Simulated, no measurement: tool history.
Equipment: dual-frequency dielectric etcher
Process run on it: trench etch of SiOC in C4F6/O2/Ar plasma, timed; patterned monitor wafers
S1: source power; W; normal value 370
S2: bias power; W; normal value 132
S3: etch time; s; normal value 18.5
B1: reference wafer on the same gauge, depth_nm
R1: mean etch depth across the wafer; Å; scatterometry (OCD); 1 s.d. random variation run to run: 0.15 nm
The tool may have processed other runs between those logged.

Run 1, hour 0.0: usual settings but S3 14.5 s; B1 32.70. Result: R1 251.7 Å.
Run 2, hour 33.2: usual settings but S3 14.5 s; B1 32.67. Result: R1 250.6 Å.
Run 3, hour 61.0: usual settings but S3 14.5 s; B1 32.71. Result: R1 248.7 Å.
At hour 85.0: wet clean of the chamber.
Run 4, hour 95.9: usual settings; B1 32.68. Result: R1 312.7 Å.
At hour 100.6: gauge calibrated.
Run 5, hour 122.6: usual settings; B1 32.76. Result: R1 311.4 Å.
Run 6, hour 138.8: usual settings; B1 32.65. Result: R1 309.5 Å.
Run 7, hour 169.6: usual settings; B1 32.73. Result: R1 311.4 Å.
At hour 196.4: wet clean of the chamber, repeated, since the last time left the tool worse.
Run 8, hour 196.9: usual settings; B1 32.69. Result: R1 326.0 Å.
Run 9, hour 210.5: usual settings; B1 32.70. Result: R1 326.6 Å.
Run 10, hour 235.5: usual settings but S2 141 W; B1 32.72. Result: R1 334.9 Å.
Run 11, hour 248.7: usual settings but S2 141 W; B1 32.70. Result: R1 334.5 Å.
At hour 257.9: bias power generator calibrated.
At hour 274.1: upper electrode replaced.
Run 12, hour 274.6: usual settings but S2 141 W; B1 32.66. Result: R1 332.0 Å.
Run 13, hour 277.8: usual settings; B1 32.66. Result: R1 324.8 Å.
Run 14, hour 293.9: usual settings but S1 420 W, S2 115 W, S3 16.0 s; B1 32.70. Result: R1 287.9 Å.
Run 15, hour 311.7: usual settings but S1 330 W; B1 32.71. Result: R1 305.1 Å.
Run 16, hour 325.0: usual settings but S1 330 W, S2 120 W, S3 20.0 s; B1 32.73. Result: R1 316.6 Å.
At hour 344.9: source power generator calibrated.
Run 17, hour 354.4: usual settings but S3 15.5 s; B1 32.71. Result: R1 268.4 Å.
Run 18, hour 376.7: usual settings but S1 300 W, S2 101 W, S3 15.5 s; B1 32.74. Result: R1 216.0 Å.
Run 19, hour 393.7: usual settings but S1 410 W, S2 153 W; B1 32.70. Result: R1 357.8 Å.
At hour 399.7: gauge calibrated.
Run 20, hour 439.4: usual settings but S1 400 W, S2 101 W; B1 32.68. Result: R1 303.7 Å.
Run 21, hour 452.9: usual settings but S2 113 W; B1 32.71. Result: R1 303.5 Å.
Run 22, hour 470.6: usual settings but S1 320 W, S2 145 W, S3 14.0 s; B1 32.70. Result: R1 230.8 Å.
Run 23, hour 505.7: usual settings; B1 32.70. Result: R1 319.0 Å.
At hour 549.6: wet clean of the chamber.
Run 24, hour 550.1: usual settings; B1 32.67. Result: R1 325.3 Å.
Run 25, hour 553.4: usual settings; B1 32.70. Result: R1 325.0 Å.

Below, each run's measurement less what the same run would have read without the hidden state. Both values contain the same run-to-run variation, but the gauge's scatter may not be the same in both:
Hidden state present: etch rate over this chamber's usual, %; source power that arrives over what is set, %; bias power that arrives over what is set, %; gauge reads high (%).
run     R1
  1   -5.5
  2   -6.2
  3   -6.7
  4  -15.3
  5  -15.9
  6  -16.3
  7  -17.3
  8   +0.4
  9   +0.0
 10   -0.7
 11   -0.9
 12   -1.6
 13   -1.7
 14   -1.8
 15   -2.3
 16   -2.8
 17   -3.0
 18   -2.8
 19   -5.0
 20   -5.4
 21   -5.7
 22   -4.7
 23   -7.4
 24   -0.4
 25   -0.5

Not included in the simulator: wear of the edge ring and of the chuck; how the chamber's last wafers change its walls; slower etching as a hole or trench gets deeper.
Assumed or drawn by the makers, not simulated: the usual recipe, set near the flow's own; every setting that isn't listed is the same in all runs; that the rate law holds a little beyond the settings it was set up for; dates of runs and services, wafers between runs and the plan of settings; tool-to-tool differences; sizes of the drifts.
